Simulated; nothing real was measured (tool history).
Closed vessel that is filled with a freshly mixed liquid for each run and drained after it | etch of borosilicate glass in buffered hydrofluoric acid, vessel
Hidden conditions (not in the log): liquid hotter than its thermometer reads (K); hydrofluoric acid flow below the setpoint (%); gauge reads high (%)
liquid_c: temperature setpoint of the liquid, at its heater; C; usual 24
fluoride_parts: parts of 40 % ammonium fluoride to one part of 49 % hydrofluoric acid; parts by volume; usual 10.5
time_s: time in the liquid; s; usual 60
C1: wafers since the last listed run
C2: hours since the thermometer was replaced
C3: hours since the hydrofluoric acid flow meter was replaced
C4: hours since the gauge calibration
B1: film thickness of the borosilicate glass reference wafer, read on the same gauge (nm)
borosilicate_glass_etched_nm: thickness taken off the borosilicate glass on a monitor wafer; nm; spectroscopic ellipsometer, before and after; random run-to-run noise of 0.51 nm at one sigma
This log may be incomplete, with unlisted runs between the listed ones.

run 1 hour=0 | liquid_c=24 fluoride_parts=8.5 time_s=60 | C1=0 C2=2586.7 C3=952.6 C4=225.9 | B1=90.01 | borosilicate_glass_etched_nm=71.06
run 2 hour=8.4 | liquid_c=24 fluoride_parts=10.5 time_s=60 | C1=825 C2=2595.1 C3=961 C4=234.3 | B1=90 | borosilicate_glass_etched_nm=58.62
run 3 hour=17.9 | liquid_c=24 fluoride_parts=10.5 time_s=60 | C1=933 C2=2604.6 C3=970.5 C4=243.8 | B1=90 | borosilicate_glass_etched_nm=58.61
run 4 hour=35 | liquid_c=24 fluoride_parts=10.5 time_s=60 | C1=1681 C2=2621.7 C3=987.6 C4=260.9 | B1=89.96 | borosilicate_glass_etched_nm=58.59
run 5 hour=51.6 | liquid_c=24 fluoride_parts=10.5 time_s=60 | C1=1631 C2=2638.3 C3=1004.2 C4=277.5 | B1=90 | borosilicate_glass_etched_nm=57.65
run 6 hour=69.4 | liquid_c=24 fluoride_parts=10.5 time_s=75 | C1=1749 C2=2656.1 C3=1022 C4=295.3 | B1=89.99 | borosilicate_glass_etched_nm=72.68
run 7 hour=86.6 | liquid_c=24 fluoride_parts=10.5 time_s=75 | C1=1690 C2=2673.3 C3=1039.2 C4=312.5 | B1=90.02 | borosilicate_glass_etched_nm=73.17
run 8 hour=103.3 | liquid_c=24 fluoride_parts=10.5 time_s=75 | C1=1641 C2=2690 C3=1055.9 C4=329.2 | B1=89.99 | borosilicate_glass_etched_nm=71.09
run 9 hour=114.6 | liquid_c=24 fluoride_parts=10.5 time_s=60 | C1=1110 C2=2701.3 C3=1067.2 C4=340.5 | B1=89.98 | borosilicate_glass_etched_nm=58.09
run 10 hour=124.2 | liquid_c=24 fluoride_parts=10.5 time_s=60 | C1=943 C2=2710.9 C3=1076.8 C4=350.1 | B1=90.02 | borosilicate_glass_etched_nm=57.69
run 11 hour=144.6 | liquid_c=24 fluoride_parts=10.5 time_s=60 | C1=2005 C2=2731.3 C3=1097.2 C4=370.5 | B1=89.99 | borosilicate_glass_etched_nm=57.52
run 12 hour=154.5 | liquid_c=25 fluoride_parts=10.5 time_s=60 | C1=973 C2=2741.2 C3=1107.1 C4=380.4 | B1=90.03 | borosilicate_glass_etched_nm=61.31
run 13 hour=169.9 | liquid_c=24 fluoride_parts=10.5 time_s=70 | C1=1513 C2=2756.6 C3=1122.5 C4=395.8 | B1=90.03 | borosilicate_glass_etched_nm=66.4
run 14 hour=177.4 | liquid_c=24 fluoride_parts=8 time_s=60 | C1=737 C2=2764.1 C3=1130 C4=403.3 | B1=89.97 | borosilicate_glass_etched_nm=73.96
run 15 hour=193 | liquid_c=20.5 fluoride_parts=9 time_s=75 | C1=1533 C2=2779.7 C3=1145.6 C4=418.9 | B1=90.03 | borosilicate_glass_etched_nm=69.51
run 16 hour=200 | liquid_c=27.5 fluoride_parts=14.5 time_s=60 | C1=688 C2=2786.7 C3=1152.6 C4=425.9 | B1=89.97 | borosilicate_glass_etched_nm=50.01
run 17 hour=217.8 | liquid_c=19.5 fluoride_parts=10.5 time_s=60 | C1=1749 C2=2804.5 C3=1170.4 C4=443.7 | B1=90.03 | borosilicate_glass_etched_nm=44.7
run 18 hour=235.2 | liquid_c=28.5 fluoride_parts=10.5 time_s=60 | C1=1710 C2=2821.9 C3=1187.8 C4=461.1 | B1=89.99 | borosilicate_glass_etched_nm=72.45
-- hour=251.1 hydrofluoric acid flow meter replaced
run 19 hour=251.6 | liquid_c=22.5 fluoride_parts=8.5 time_s=75 | C1=1513 C2=2838.3 C3=0.5 C4=477.5 | B1=90.04 | borosilicate_glass_etched_nm=90.77
-- hour=259.2 gauge calibrated
run 20 hour=259.6 | liquid_c=24 fluoride_parts=10.5 time_s=45 | C1=786 C2=2846.3 C3=8.5 C4=0.4 | B1=90.01 | borosilicate_glass_etched_nm=49.8
run 21 hour=271 | liquid_c=28.5 fluoride_parts=13 time_s=35 | C1=1120 C2=2857.7 C3=19.9 C4=11.8 | B1=90.03 | borosilicate_glass_etched_nm=39.24
run 22 hour=277.6 | liquid_c=24 fluoride_parts=8 time_s=30 | C1=648 C2=2864.3 C3=26.5 C4=18.4 | B1=89.99 | borosilicate_glass_etched_nm=41.61
run 23 hour=285.7 | liquid_c=24 fluoride_parts=10.5 time_s=60 | C1=796 C2=2872.4 C3=34.6 C4=26.5 | B1=89.99 | borosilicate_glass_etched_nm=66.11
-- hour=297.8 thermometer replaced
run 24 hour=298.3 | liquid_c=27 fluoride_parts=10.5 time_s=90 | C1=1140 C2=0.5 C3=47.2 C4=39.1 | B1=89.99 | borosilicate_glass_etched_nm=114.78
run 25 hour=309.8 | liquid_c=24 fluoride_parts=10.5 time_s=60 | C1=1130 C2=12 C3=58.7 C4=50.6 | B1=90.01 | borosilicate_glass_etched_nm=65.62
run 26 hour=321.2 | liquid_c=20 fluoride_parts=8.5 time_s=30 | C1=1120 C2=23.4 C3=70.1 C4=62 | B1=89.98 | borosilicate_glass_etched_nm=31.34

Run 27 comes next. What will it give?
run 27 hour=369.4 | liquid_c=24 fluoride_parts=7.5 time_s=30 | C1=4738 C2=71.6 C3=118.3 C4=110.2 | B1=? | borosilicate_glass_etched_nm=?

{"run 27": {"B1": 90, "borosilicate_glass_etched_nm": 44.64}}
The same run, on a tool lacking any hidden state, would have yielded borosilicate_glass_etched_nm 45.3 nm.
